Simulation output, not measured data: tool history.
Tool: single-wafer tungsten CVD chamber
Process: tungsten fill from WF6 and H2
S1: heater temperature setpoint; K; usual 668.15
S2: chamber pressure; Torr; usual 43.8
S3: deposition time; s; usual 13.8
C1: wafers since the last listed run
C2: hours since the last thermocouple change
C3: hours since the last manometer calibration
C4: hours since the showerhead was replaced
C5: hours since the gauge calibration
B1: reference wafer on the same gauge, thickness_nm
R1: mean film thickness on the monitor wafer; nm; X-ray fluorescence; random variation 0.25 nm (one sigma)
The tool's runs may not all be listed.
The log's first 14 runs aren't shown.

run	hour	S1	S2	S3	C1	C2	C3	C4	C5	B1	R1
15	722.2	668.15	37.1	15.4	1181	2671.1	910.5	4584.4	1154.1	39.036	46.655
# hour 739: thermocouple changed; heater temperature recalibrated
16	749.6	668.15	43.8	13.8	425	10.6	937.9	4611.8	1181.5	38.972	47.583
17	803.5	654.15	43.8	13.8	1181	64.5	991.8	4665.7	1235.4	39.041	35.82
18	851	663.15	37.4	16.2	1041	112	1039.3	4713.2	1282.9	39.062	45.366
19	882.7	663.15	33.9	12.1	695	143.7	1071	4744.9	1314.6	39.085	30.996
20	914.3	668.15	43.8	12.1	692	175.3	1102.6	4776.5	1346.2	39.007	41.718
21	950.1	668.15	43.8	12	785	211.1	1138.4	4812.3	1382	38.985	41.046
# hour 971.1: gauge calibrated
# hour 972: showerhead replaced
22	985.6	668.15	49.1	13.8	603	246.6	1173.9	13.6	14.5	38.99	50.674
# hour 996: capacitance manometer re-zeroed and calibrated
23	1032.2	674.15	53.4	14.9	846	293.2	36.2	60.2	61.1	38.943	64.66
24	1081.6	668.15	34.4	13	1083	342.6	85.6	109.6	110.5	38.968	37.211
25	1138.1	663.15	54.3	14.6	1238	399.1	142.1	166.1	167	39.017	51.7
26	1189.8	663.15	38.8	11.3	1133	450.8	193.8	217.8	218.7	38.984	32.281
27	1224.9	668.15	34.5	16.1	769	485.9	228.9	252.9	253.8	38.976	46.526
28	1251.2	657.15	40.1	11.3	576	512.2	255.2	279.2	280.1	39.048	29.361
29	1318.6	681.15	43.8	13.8	1478	579.6	322.6	346.6	347.5	39.029	59.873
30	1366.6	679.15	43.8	12.9	1052	627.6	370.6	394.6	395.5	39.007	53.825
31	1397.9	668.15	47.2	13.8	686	658.9	401.9	425.9	426.8	39.038	49.42
32	1435.2	668.15	43.8	13.8	817	696.2	439.2	463.2	464.1	38.969	47.557
33	1502.3	668.15	43.8	13.8	1471	763.3	506.3	530.3	531.2	39.019	47.493
34	1572.9	682.15	53.9	11.9	1548	833.9	576.9	600.9	601.8	39.068	59.108

Forecast each of these 4 alternatives for the next run:
A	1573.3	668.15	43.8	13.8	8	834.3	577.3	601.3	602.2	?	?
B	1573.3	662.15	43.8	13.8	8	834.3	577.3	601.3	602.2	?	?
C	1573.3	661.15	36.3	15.7	8	834.3	577.3	601.3	602.2	?	?
D	1573.3	655.15	48.7	14.9	8	834.3	577.3	601.3	602.2	?	?

run	B1	R1
A	38.987	47.13
B	38.987	42.018
C	38.987	40.956
D	38.987	42.326
Without the tool's hidden state the same runs would have given:
run	R1
A	47.13
B	42.018
C	40.956
D	42.326
